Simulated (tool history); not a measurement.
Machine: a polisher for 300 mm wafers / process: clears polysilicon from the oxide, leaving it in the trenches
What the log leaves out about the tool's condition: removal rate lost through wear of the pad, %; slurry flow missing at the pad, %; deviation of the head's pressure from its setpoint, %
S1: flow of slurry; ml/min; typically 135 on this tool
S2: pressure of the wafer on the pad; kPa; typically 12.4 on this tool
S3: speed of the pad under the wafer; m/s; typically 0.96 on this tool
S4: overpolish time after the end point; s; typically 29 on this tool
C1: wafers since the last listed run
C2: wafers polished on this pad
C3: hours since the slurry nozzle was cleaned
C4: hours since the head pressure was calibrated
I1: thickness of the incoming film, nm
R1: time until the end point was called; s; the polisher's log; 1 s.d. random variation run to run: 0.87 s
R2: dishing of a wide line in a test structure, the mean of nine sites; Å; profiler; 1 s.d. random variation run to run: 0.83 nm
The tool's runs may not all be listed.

run   hour   S1    S2    S3  S4   C1    C2     C3      C4     I1     R1   R2
  1    0.0  135  13.8  1.20  29    0   274  318.8  1302.2  744.3   63.2  758
  2    6.4  135  12.4  0.96  29   58   332  325.2  1308.6  742.5   86.8  713
  3   14.1  135  12.4  0.96  29   69   402  332.9  1316.3  735.9   84.6  738
  4   24.8  135  12.4  0.96  29   97   499  343.6  1327.0  740.7   87.0  730
  5   37.8  135  12.4  1.22  29  117   617  356.6  1340.0  736.2   70.6  750
  6   50.7  120  12.4  0.70  29  116   734  369.5  1352.9  732.6  126.3  667
  7   66.5  135  12.4  0.96  29  143   878  385.3  1368.7  726.6   89.2  721
  8   73.3  135  12.4  0.96  29   61   939  392.1  1375.5  728.0   90.8  712
  9   82.6  135  12.4  0.96  29   84  1024  401.4  1384.8  732.2   90.1  727
 10   97.5  105  15.2  0.96  29  135  1159  416.3  1399.7  715.9   83.0  741
 11  109.5  105  15.2  0.96  29  108  1267  428.3  1411.7  721.0   83.6  725
 12  118.0  105  15.2  0.96  29   77  1345  436.8  1420.2  734.6   86.1  717
 13  124.7  135  12.4  0.96  22   60  1405  443.5  1426.9  721.9   91.5  662
     137.2  -- worn pad replaced by a new one
 14  137.7  135  12.4  0.96  29   81     4  456.5  1439.9  737.2   88.9  722
 15  149.0  135  12.4  0.96  29  102   107  467.8  1451.2  732.9   89.3  712
 16  159.6  135  12.4  0.96  29   96   203  478.4  1461.8  742.1   90.2  713
 17  173.2  135  11.0  0.96  45  123   326  492.0  1475.4  720.0   98.8  748
     181.5  -- head pressure recalibrated
 18  187.1  120  10.3  0.96  35  107   434  505.9     5.6  733.7  111.4  713
     197.2  -- slurry nozzle cleaned
 19  203.4  135  12.4  0.86  29  138   573    6.2    21.9  724.2   88.9  707
 20  215.7  135  10.3  1.08  43  111   684   18.5    34.2  729.2   83.5  748
 21  224.4  135  12.4  1.22  24   78   763   27.2    42.9  727.8   63.6  730
 22  232.8  135  12.4  0.96  29   76   839   35.6    51.3  739.4   85.1  709
 23  244.8  135  12.4  0.96  18  108   948   47.6    63.3  721.1   82.6  658
 24  262.0  170   9.7  1.16  36  155  1104   64.8    80.5  740.1   80.6  748
 25  273.4  105  15.2  0.96  29  103  1208   76.2    91.9  728.6   73.9  757
 26  287.1  160  12.4  0.96  17  124  1332   89.9   105.6  736.7   82.4  641
 27  300.4  135  12.4  0.96  15  120  1452  103.2   118.9  717.4   84.3  595
 28  309.6  135  12.4  0.96  38   83  1536  112.4   128.1  745.9   89.1  734
     317.4  -- worn pad replaced by a new one
 29  323.2  170  14.5  1.28  16   87    52  126.0   141.7  730.6   49.1  710
 30  336.4  135   8.3  0.80  29  119   172  139.2   154.9  729.9  133.5  647
 31  351.0  175  15.2  1.22  24  132   305  153.8   169.5  722.9   51.0  747
 32  360.3  135  12.4  1.10  29   84   389  163.1   178.8  730.1   72.7  751
 33  378.0  135  15.9  0.96  29  160   549  180.8   196.5  725.8   66.9  745
 34  395.0  115  12.4  1.26  18  154   704  197.8   213.5  728.9   67.1  697
 35  409.1  135  12.4  0.96  18  127   831  211.9   227.6  729.9   83.2  652
 36  417.4  165  13.8  0.72  29   75   907  220.2   235.9  724.7   98.8  698

The logged runs with the hidden state left out (each run's random variation unchanged):
run     R1   R2
  1   57.6  762
  2   78.7  723
  3   76.3  749
  4   77.9  742
  5   62.6  757
  6  109.8  693
  7   77.4  736
  8   78.3  728
  9   77.1  744
 10   68.4  759
 11   68.2  743
 12   69.7  736
 13   75.7  695
 14   78.7  735
 15   78.4  726
 16   78.5  727
 17   85.0  755
 18   93.3  732
 19   85.8  712
 20   80.0  749
 21   60.6  734
 22   80.7  714
 23   77.8  671
 24   75.2  752
 25   68.1  763
 26   75.7  660
 27   76.5  618
 28   80.4  739
 29   47.9  713
 30  128.5  655
 31   48.9  749
 32   68.9  755
 33   62.7  749
 34   61.8  709
 35   76.4  670
 36   90.8  710
